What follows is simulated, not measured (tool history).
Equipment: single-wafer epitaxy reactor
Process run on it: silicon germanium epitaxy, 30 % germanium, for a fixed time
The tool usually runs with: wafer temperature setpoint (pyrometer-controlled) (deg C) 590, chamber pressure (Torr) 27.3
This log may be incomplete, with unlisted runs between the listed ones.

run,day,wafer temperature setpoint (pyrometer-controlled) (deg C),chamber pressure (Torr),wafers since the last listed run,hours since the last pyrometer calibration,hours since the last manometer calibration,hours since the showerhead was replaced,hours since the gauge calibration,"read-back reference wafer on the same gauge, thickness_nm",mean film thickness on the monitor wafer (Å)
1,0.000,590,27.3,0,2258.3,2099.4,7262.7,912.1,54.706,579.14
2,11.804,590,27.3,4374,2541.6,2382.7,7546.0,1195.4,54.782,582.22
3,14.262,590,27.3,910,2600.6,2441.7,7605.0,1254.4,54.855,582.53
4,17.188,590,29.1,1083,2670.8,2511.9,7675.2,1324.6,54.866,606.33
5,21.571,590,27.3,1624,2776.0,2617.1,7780.4,1429.8,54.850,582.48
# day 23.904: gauge calibrated
6,25.329,590,27.3,1392,2866.2,2707.3,7870.6,34.2,53.910,571.52
7,28.062,590,27.3,1012,2931.8,2772.9,7936.2,99.8,54.013,577.24
# day 29.929: pyrometer calibrated
# day 30.875: showerhead replaced
8,31.329,590,27.3,963,33.6,2851.3,10.9,178.2,54.293,577.20
9,34.092,590,27.3,1023,99.9,2917.6,77.2,244.5,54.488,577.88
# day 36.050: capacitance manometer re-zeroed and calibrated
10,37.304,605,31.7,1066,177.0,30.1,154.3,321.6,54.473,868.32
11,39.242,577,30.1,717,223.5,76.6,200.8,368.1,54.530,463.22
12,42.046,594,23.7,1039,290.8,143.9,268.1,435.4,54.604,580.17
13,44.900,590,27.3,1057,359.3,212.4,336.6,503.9,54.780,585.73
14,48.242,590,27.3,1238,439.5,292.6,416.8,584.1,54.628,584.00
15,49.938,595,27.3,628,480.2,333.3,457.5,624.8,54.704,650.37
16,51.575,590,27.3,606,519.5,372.6,496.8,664.1,54.699,584.93
17,53.558,590,30.9,734,567.1,420.2,544.4,711.7,54.829,627.69
18,56.579,582,30.1,1119,639.6,492.7,616.9,784.2,54.744,518.47

Each run again, without the hidden state but with its own random variation kept:
Hidden state present: wafer temperature above the value expected at the setpoint (K); true pressure above the setpoint (%); gauge reads high (%).
run,mean film thickness on the monitor wafer (Å)
1,570.41
2,572.63
3,572.83
4,596.10
5,572.49
6,570.83
7,575.08
8,573.54
9,573.12
10,859.53
11,458.07
12,572.98
13,577.81
14,575.44
15,640.52
16,575.80
17,617.59
18,509.78
